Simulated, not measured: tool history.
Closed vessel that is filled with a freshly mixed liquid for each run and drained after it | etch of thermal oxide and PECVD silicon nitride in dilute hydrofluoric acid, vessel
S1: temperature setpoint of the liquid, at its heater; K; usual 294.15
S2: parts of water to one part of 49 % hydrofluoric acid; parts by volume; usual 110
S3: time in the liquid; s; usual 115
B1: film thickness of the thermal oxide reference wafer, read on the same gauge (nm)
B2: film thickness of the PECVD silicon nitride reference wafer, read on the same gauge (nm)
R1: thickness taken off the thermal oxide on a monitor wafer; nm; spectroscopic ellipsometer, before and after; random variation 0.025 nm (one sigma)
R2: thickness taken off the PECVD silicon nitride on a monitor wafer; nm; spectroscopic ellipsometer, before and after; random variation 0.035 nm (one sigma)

run   hour      S1   S2   S3       B1       B2      R1     R2
  1      0  294.15  110  115  119.988  139.981   3.798  2.533
  2   20.4  294.15  110  115  119.986   140.01   3.818  2.501
  3   50.4  294.15  110  115   119.99   140.02   3.836  2.494
  4   62.9  294.15  110  115  120.019  140.007   3.781  2.544
  5   95.6  294.15  110  115  119.974  139.997   3.751  2.456
  6  116.4  294.15  110  115  119.948      140   3.774  2.532
  7  141.2  294.15  110  115  119.974  139.982    3.82  2.452
  8  161.8  294.15  110  115  120.017  140.013   3.772  2.428
  9  197.2  294.15  110  115  119.992   140.01   3.808  2.557
 10  215.7  294.15  110  115   120.02  140.009   3.791  2.467
     229.6  -- gauge calibrated
 11  246.8  296.65   85  135  120.012  140.025   6.558  4.439
 12  272.2  294.15  110  115  119.999  140.033   3.772  2.452
 13  298.5  294.15  110  115  120.014  140.009    3.77  2.489
     305.7  -- hydrofluoric acid flow meter replaced
 14  321.6  290.15  110  185  119.997  140.018   5.142  2.974
 15  346.4  294.15  110  115   120.03  139.999   3.726  2.446
 16  374.2  298.15  150  180  119.977  139.997   4.823  3.746
 17    391  290.15  110  115  120.005  140.012   3.161  1.839
 18  403.8  298.15  110  140  120.019  140.014   5.359  3.826
 19  428.4  294.15  110  115  119.988  139.994   3.744  2.442
     436.8  -- thermometer replaced
 20  443.1  298.65  110  155  120.042      140   6.596  5.013
 21  460.9  291.65  160  115  119.995  140.028   2.378  1.678
 22  491.2  290.15  130  115  120.027  139.994    2.87  1.813
 23  571.9  294.15   80   75  119.986  139.991    3.76  2.456
 24  593.8  291.15  130  115  119.985  139.997   2.942  1.882
 25  624.8  296.15   60  165  120.003  140.007  12.276  8.376

Forecast each of these 4 alternatives for the next run:
  A  625.5  294.15  110  115   ?   ?   ?   ?
  B  625.5  294.15  150   50   ?   ?   ?   ?
  C  625.5  290.15  110  140   ?   ?   ?   ?
  D  625.5  290.15   65  140   ?   ?   ?   ?

run       B1       B2     R1     R2
  A  119.966  139.996  4.061  2.759
  B  119.966  139.996   1.24  0.886
  C  119.966  139.996  4.191  2.552
  D  119.966  139.996  7.434  4.247
Without the tool's hidden state the same runs would have given:
run     R1     R2
  A  4.133   2.84
  B  1.261  0.912
  C  4.267   2.63
  D  7.574  4.379
